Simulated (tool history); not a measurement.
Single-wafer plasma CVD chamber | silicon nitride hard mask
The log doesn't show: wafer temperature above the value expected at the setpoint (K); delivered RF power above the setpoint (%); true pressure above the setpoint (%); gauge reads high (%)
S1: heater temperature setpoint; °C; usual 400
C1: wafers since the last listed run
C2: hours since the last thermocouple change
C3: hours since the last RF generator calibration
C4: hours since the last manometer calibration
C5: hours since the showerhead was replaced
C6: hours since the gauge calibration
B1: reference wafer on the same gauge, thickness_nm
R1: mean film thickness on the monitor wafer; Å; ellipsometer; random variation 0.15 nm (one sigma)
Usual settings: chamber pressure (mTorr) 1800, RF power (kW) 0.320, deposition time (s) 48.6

run 1 hour=0.0 | S1=400 chamber_pressure_(mTorr)=2060 RF_power_(kW)=0.320 deposition_time_(s)=48.6 | C1=0 C2=1632.6 C3=1328.8 C4=2483.0 C5=4267.9 C6=324.2 | B1=45.906 | R1=530.21
run 2 hour=35.0 | S1=400 chamber_pressure_(mTorr)=1610 RF_power_(kW)=0.320 deposition_time_(s)=48.6 | C1=900 C2=1667.6 C3=1363.8 C4=2518.0 C5=4302.9 C6=359.2 | B1=45.896 | R1=478.16
run 3 hour=47.2 | S1=400 chamber_pressure_(mTorr)=1610 RF_power_(kW)=0.320 deposition_time_(s)=48.6 | C1=313 C2=1679.8 C3=1376.0 C4=2530.2 C5=4315.1 C6=371.4 | B1=45.873 | R1=477.91
run 4 hour=64.1 | S1=400 chamber_pressure_(mTorr)=1610 RF_power_(kW)=0.320 deposition_time_(s)=48.6 | C1=434 C2=1696.7 C3=1392.9 C4=2547.1 C5=4332.0 C6=388.3 | B1=45.872 | R1=478.35
run 5 hour=76.9 | S1=400 chamber_pressure_(mTorr)=1800 RF_power_(kW)=0.320 deposition_time_(s)=48.6 | C1=329 C2=1709.5 C3=1405.7 C4=2559.9 C5=4344.8 C6=401.1 | B1=45.857 | R1=502.15
run 6 hour=95.8 | S1=400 chamber_pressure_(mTorr)=1800 RF_power_(kW)=0.320 deposition_time_(s)=48.6 | C1=486 C2=1728.4 C3=1424.6 C4=2578.8 C5=4363.7 C6=420.0 | B1=45.868 | R1=503.52
-- hour=124.2 thermocouple changed; heater temperature recalibrated
-- hour=126.3 capacitance manometer re-zeroed and calibrated
run 7 hour=126.8 | S1=400 chamber_pressure_(mTorr)=1460 RF_power_(kW)=0.320 deposition_time_(s)=48.6 | C1=538 C2=2.6 C3=1455.6 C4=0.5 C5=4394.7 C6=451.0 | B1=45.916 | R1=479.96
run 8 hour=150.3 | S1=400 chamber_pressure_(mTorr)=1460 RF_power_(kW)=0.320 deposition_time_(s)=48.6 | C1=604 C2=26.1 C3=1479.1 C4=24.0 C5=4418.2 C6=474.5 | B1=45.886 | R1=480.45
run 9 hour=167.4 | S1=397 chamber_pressure_(mTorr)=1800 RF_power_(kW)=0.320 deposition_time_(s)=48.6 | C1=439 C2=43.2 C3=1496.2 C4=41.1 C5=4435.3 C6=491.6 | B1=45.949 | R1=526.93
run 10 hour=195.1 | S1=400 chamber_pressure_(mTorr)=1800 RF_power_(kW)=0.320 deposition_time_(s)=48.6 | C1=712 C2=70.9 C3=1523.9 C4=68.8 C5=4463.0 C6=519.3 | B1=45.940 | R1=524.84
run 11 hour=226.2 | S1=400 chamber_pressure_(mTorr)=1430 RF_power_(kW)=0.365 deposition_time_(s)=54.0 | C1=799 C2=102.0 C3=1555.0 C4=99.9 C5=4494.1 C6=550.4 | B1=45.911 | R1=562.65
run 12 hour=258.5 | S1=400 chamber_pressure_(mTorr)=1800 RF_power_(kW)=0.365 deposition_time_(s)=48.6 | C1=830 C2=134.3 C3=1587.3 C4=132.2 C5=4526.4 C6=582.7 | B1=45.873 | R1=562.38
run 13 hour=272.9 | S1=400 chamber_pressure_(mTorr)=1800 RF_power_(kW)=0.320 deposition_time_(s)=48.6 | C1=370 C2=148.7 C3=1601.7 C4=146.6 C5=4540.8 C6=597.1 | B1=45.901 | R1=529.01
run 14 hour=285.5 | S1=400 chamber_pressure_(mTorr)=2010 RF_power_(kW)=0.320 deposition_time_(s)=48.6 | C1=324 C2=161.3 C3=1614.3 C4=159.2 C5=4553.4 C6=609.7 | B1=45.879 | R1=547.41
run 15 hour=306.9 | S1=400 chamber_pressure_(mTorr)=2150 RF_power_(kW)=0.345 deposition_time_(s)=48.6 | C1=550 C2=182.7 C3=1635.7 C4=180.6 C5=4574.8 C6=631.1 | B1=45.899 | R1=582.28
run 16 hour=323.1 | S1=388 chamber_pressure_(mTorr)=1800 RF_power_(kW)=0.280 deposition_time_(s)=55.7 | C1=416 C2=198.9 C3=1651.9 C4=196.8 C5=4591.0 C6=647.3 | B1=45.867 | R1=570.32
-- hour=368.1 gauge calibrated
run 17 hour=386.6 | S1=400 chamber_pressure_(mTorr)=1800 RF_power_(kW)=0.320 deposition_time_(s)=48.6 | C1=1633 C2=262.4 C3=1715.4 C4=260.3 C5=4654.5 C6=18.5 | B1=45.899 | R1=527.37
run 18 hour=408.4 | S1=390 chamber_pressure_(mTorr)=1470 RF_power_(kW)=0.285 deposition_time_(s)=53.0 | C1=560 C2=284.2 C3=1737.2 C4=282.1 C5=4676.3 C6=40.3 | B1=45.906 | R1=498.73
run 19 hour=434.1 | S1=390 chamber_pressure_(mTorr)=1470 RF_power_(kW)=0.285 deposition_time_(s)=53.0 | C1=661 C2=309.9 C3=1762.9 C4=307.8 C5=4702.0 C6=66.0 | B1=45.886 | R1=496.62
run 20 hour=457.7 | S1=400 chamber_pressure_(mTorr)=1800 RF_power_(kW)=0.320 deposition_time_(s)=48.6 | C1=607 C2=333.5 C3=1786.5 C4=331.4 C5=4725.6 C6=89.6 | B1=45.907 | R1=526.57
-- hour=469.8 RF generator calibrated
-- hour=472.3 showerhead replaced
run 21 hour=473.1 | S1=400 chamber_pressure_(mTorr)=2040 RF_power_(kW)=0.265 deposition_time_(s)=48.6 | C1=125 C2=348.9 C3=3.3 C4=346.8 C5=0.8 C6=105.0 | B1=45.895 | R1=521.24
run 22 hour=497.5 | S1=406 chamber_pressure_(mTorr)=1800 RF_power_(kW)=0.320 deposition_time_(s)=41.8 | C1=627 C2=373.3 C3=27.7 C4=371.2 C5=25.2 C6=129.4 | B1=45.922 | R1=469.05
run 23 hour=527.6 | S1=400 chamber_pressure_(mTorr)=1920 RF_power_(kW)=0.380 deposition_time_(s)=48.6 | C1=774 C2=403.4 C3=57.8 C4=401.3 C5=55.3 C6=159.5 | B1=45.905 | R1=605.86
run 24 hour=553.0 | S1=392 chamber_pressure_(mTorr)=1540 RF_power_(kW)=0.320 deposition_time_(s)=48.6 | C1=653 C2=428.8 C3=83.2 C4=426.7 C5=80.7 C6=184.9 | B1=45.917 | R1=511.76
run 25 hour=565.1 | S1=400 chamber_pressure_(mTorr)=1800 RF_power_(kW)=0.285 deposition_time_(s)=48.6 | C1=311 C2=440.9 C3=95.3 C4=438.8 C5=92.8 C6=197.0 | B1=45.891 | R1=513.09
run 26 hour=578.9 | S1=400 chamber_pressure_(mTorr)=1800 RF_power_(kW)=0.320 deposition_time_(s)=54.1 | C1=354 C2=454.7 C3=109.1 C4=452.6 C5=106.6 C6=210.8 | B1=45.854 | R1=604.63
run 27 hour=607.3 | S1=412 chamber_pressure_(mTorr)=1800 RF_power_(kW)=0.300 deposition_time_(s)=48.6 | C1=730 C2=483.1 C3=137.5 C4=481.0 C5=135.0 C6=239.2 | B1=45.906 | R1=523.13
run 28 hour=648.2 | S1=395 chamber_pressure_(mTorr)=1800 RF_power_(kW)=0.320 deposition_time_(s)=54.8 | C1=1052 C2=524.0 C3=178.4 C4=521.9 C5=175.9 C6=280.1 | B1=45.866 | R1=613.14
run 29 hour=683.5 | S1=400 chamber_pressure_(mTorr)=1800 RF_power_(kW)=0.320 deposition_time_(s)=43.2 | C1=907 C2=559.3 C3=213.7 C4=557.2 C5=211.2 C6=315.4 | B1=45.893 | R1=480.44

What the log doesn't show, run by run:
wafer temperature above the value expected at the setpoint (K): 0 in every run
gauge reads high (%): 0 in every run
H1: delivered RF power above the setpoint (%)
H2: true pressure above the setpoint (%)
run=1 H1=-7.42 H2=-9.91
run=2 H1=-7.48 H2=-10.2
run=3 H1=-7.5 H2=-10.3
run=4 H1=-7.53 H2=-10.4
run=5 H1=-7.55 H2=-10.5
run=6 H1=-7.58 H2=-10.6
run=7 H1=-7.63 H2=0.493
run=8 H1=-7.66 H2=0.492
run=9 H1=-7.69 H2=0.49
run=10 H1=-7.73 H2=0.486
run=11 H1=-7.77 H2=0.478
run=12 H1=-7.81 H2=0.466
run=13 H1=-7.83 H2=0.46
run=14 H1=-7.84 H2=0.454
run=15 H1=-7.87 H2=0.443
run=16 H1=-7.89 H2=0.434
run=17 H1=-7.96 H2=0.39
run=18 H1=-7.98 H2=0.372
run=19 H1=-8 H2=0.349
run=20 H1=-8.03 H2=0.326
run=21 H1=-0.191 H2=0.31
run=22 H1=-0.476 H2=0.284
run=23 H1=-0.814 H2=0.249
run=24 H1=-1.09 H2=0.217
run=25 H1=-1.22 H2=0.201
run=26 H1=-1.36 H2=0.182
run=27 H1=-1.64 H2=0.142
run=28 H1=-2.03 H2=0.0797
run=29 H1=-2.35 H2=0.0219

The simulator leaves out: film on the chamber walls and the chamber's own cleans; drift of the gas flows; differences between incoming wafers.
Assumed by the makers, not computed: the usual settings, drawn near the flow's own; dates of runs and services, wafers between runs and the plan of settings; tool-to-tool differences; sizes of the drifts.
